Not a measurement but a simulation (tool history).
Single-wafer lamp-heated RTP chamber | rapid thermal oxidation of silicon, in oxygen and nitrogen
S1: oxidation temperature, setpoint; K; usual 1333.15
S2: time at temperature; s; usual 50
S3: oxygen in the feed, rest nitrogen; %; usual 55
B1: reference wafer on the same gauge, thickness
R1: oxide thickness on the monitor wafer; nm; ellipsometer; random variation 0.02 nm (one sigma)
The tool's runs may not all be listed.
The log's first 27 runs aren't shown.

run   hour       S1  S2  S3     B1     R1
 28  692.7  1333.15  50  55   5.52  6.663
 29    726  1344.15  30  40  5.511  5.134
 30    760  1333.15  50  55  5.519   6.65
 31  772.4  1333.15  50  55   5.51  6.662
     801.8  -- pyrometer window cleaned and pyrometer calibrated
 32  862.8  1321.15  41  83  5.513  6.513
 33    898  1333.15  40  84  5.521  7.009
 34  920.6  1333.15  66  55  5.525  7.534
 35    952  1333.15  50  55  5.521  6.637
 36  968.1  1347.15  50  55  5.516  7.276
 37  980.7  1333.15  36  55  5.517  5.739

5 ways to go on from here, each from the tool as it stands after run 37. What would each give?
  A  981.2  1333.15  50  55   ?   ?
  B  981.2  1333.15  50  84   ?   ?
  C  981.2  1345.15  28  55   ?   ?
  D  981.2  1333.15  61  55   ?   ?
  E  981.2  1333.15  43  65   ?   ?

run     B1     R1
  A  5.511  6.639
  B  5.511  7.713
  C  5.511  5.605
  D  5.511  7.246
  E  5.511  6.593
Without the tool's hidden state the same runs would have given:
run     R1
  A  6.639
  B  7.713
  C  5.605
  D  7.246
  E  6.593

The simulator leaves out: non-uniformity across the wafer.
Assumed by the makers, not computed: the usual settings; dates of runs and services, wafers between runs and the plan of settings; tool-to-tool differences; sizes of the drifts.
